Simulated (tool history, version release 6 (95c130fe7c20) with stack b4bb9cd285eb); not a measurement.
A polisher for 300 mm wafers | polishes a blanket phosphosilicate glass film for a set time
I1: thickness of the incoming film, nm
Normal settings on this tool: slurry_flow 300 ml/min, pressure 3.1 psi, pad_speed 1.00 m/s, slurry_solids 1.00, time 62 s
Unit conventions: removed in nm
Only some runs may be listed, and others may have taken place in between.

Run 1, hour 0.0: usual settings; I1 2480.3. Result: removed 392.8 nm.
Run 2, hour 20.1: usual settings; I1 2505.2. Result: removed 393.7 nm.
Run 3, hour 33.1: usual settings; I1 2502.1. Result: removed 385.4 nm.
Run 4, hour 68.5: usual settings; I1 2510.8. Result: removed 396.8 nm.
Run 5, hour 95.2: usual settings; I1 2500.5. Result: removed 392.8 nm.
At hour 109.5: worn pad replaced by a new one.
Run 6, hour 128.5: usual settings but pressure 3.9 psi; I1 2505.4. Result: removed 459.2 nm.
Run 7, hour 144.5: usual settings but pressure 3.9 psi; I1 2506.1. Result: removed 455.0 nm.
At hour 173.3: slurry blender recalibrated.
Run 8, hour 179.1: usual settings but pressure 3.9 psi; I1 2459.3. Result: removed 487.6 nm.
Run 9, hour 192.9: usual settings but slurry_flow 270 ml/min, slurry_solids 1.05; I1 2507.9. Result: removed 422.1 nm.
Run 10, hour 206.8: usual settings but slurry_flow 270 ml/min, slurry_solids 1.05; I1 2519.1. Result: removed 425.5 nm.
Run 11, hour 236.0: usual settings; I1 2497.9. Result: removed 413.5 nm.
At hour 241.2: slurry nozzle cleaned.
At hour 241.8: worn pad replaced by a new one.
Run 12, hour 313.3: usual settings; I1 2502.2. Result: removed 396.5 nm.
At hour 330.4: head pressure recalibrated.
Run 13, hour 345.2: usual settings; I1 2496.4. Result: removed 394.0 nm.
Run 14, hour 372.4: usual settings but pressure 2.7 psi, pad_speed 0.90 m/s, slurry_solids 1.15, time 55 s; I1 2489.4. Result: removed 310.5 nm.
At hour 393.1: worn pad replaced by a new one.
Run 15, hour 396.3: usual settings but pressure 2.1 psi, pad_speed 0.80 m/s; I1 2487.1. Result: removed 271.6 nm.
Run 16, hour 409.8: usual settings; I1 2513.8. Result: removed 402.6 nm.
At hour 416.9: conditioning disc replaced and pad reconditioned.
Run 17, hour 421.8: usual settings; I1 2507.0. Result: removed 390.6 nm.
Run 18, hour 442.5: usual settings but pad_speed 0.84 m/s, time 68 s; I1 2478.2. Result: removed 379.9 nm.
Run 19, hour 454.8: usual settings but slurry_flow 355 ml/min, time 77 s; I1 2471.2. Result: removed 494.4 nm.
Run 20, hour 467.4: usual settings but slurry_flow 260 ml/min, pressure 3.5 psi, pad_speed 1.20 m/s, slurry_solids 1.15; I1 2485.2. Result: removed 492.1 nm.
At hour 474.3: slurry nozzle cleaned.
Run 21, hour 481.5: usual settings but time 76 s; I1 2449.1. Result: removed 479.2 nm.
Run 22, hour 510.2: usual settings but slurry_flow 360 ml/min; I1 2499.7. Result: removed 394.4 nm.
At hour 541.0: worn pad replaced by a new one.
Run 23, hour 541.7: usual settings but slurry_solids 0.90; I1 2456.3. Result: removed 377.3 nm.
At hour 547.8: slurry blender recalibrated.
Run 24, hour 566.2: usual settings but slurry_flow 215 ml/min, pad_speed 1.18 m/s, slurry_solids 0.90, time 73 s; I1 2466.1. Result: removed 511.9 nm.
Run 25, hour 633.4: usual settings but pressure 2.7 psi, time 55 s; I1 2489.3. Result: removed 329.6 nm.
At hour 690.5: worn pad replaced by a new one.
Run 26, hour 694.7: usual settings but slurry_flow 275 ml/min, pressure 2.8 psi, slurry_solids 0.90, time 82 s; I1 2502.0. Result: removed 473.7 nm.
Run 27, hour 713.8: usual settings; I1 2507.6. Result: removed 385.1 nm.

3 options for the next run, each taken on its own from the tool as it stands now. Forecast them:
Run A, hour 714.2: usual settings but pad_speed 0.70 m/s; I1 2469.7. Result: removed ?.
Run B, hour 714.2: usual settings but pressure 2.3 psi, slurry_solids 0.85, time 78 s; I1 2469.7. Result: removed ?.
Run C, hour 714.2: usual settings but pressure 3.8 psi, time 54 s; I1 2469.7. Result: removed ?.

run  removed
  A    318.7
  B    395.7
  C    391.5
Stripped of hidden state, with their random variation kept, the same runs would have yielded:
run  removed
  A    345.1
  B    430.6
  C    423.8
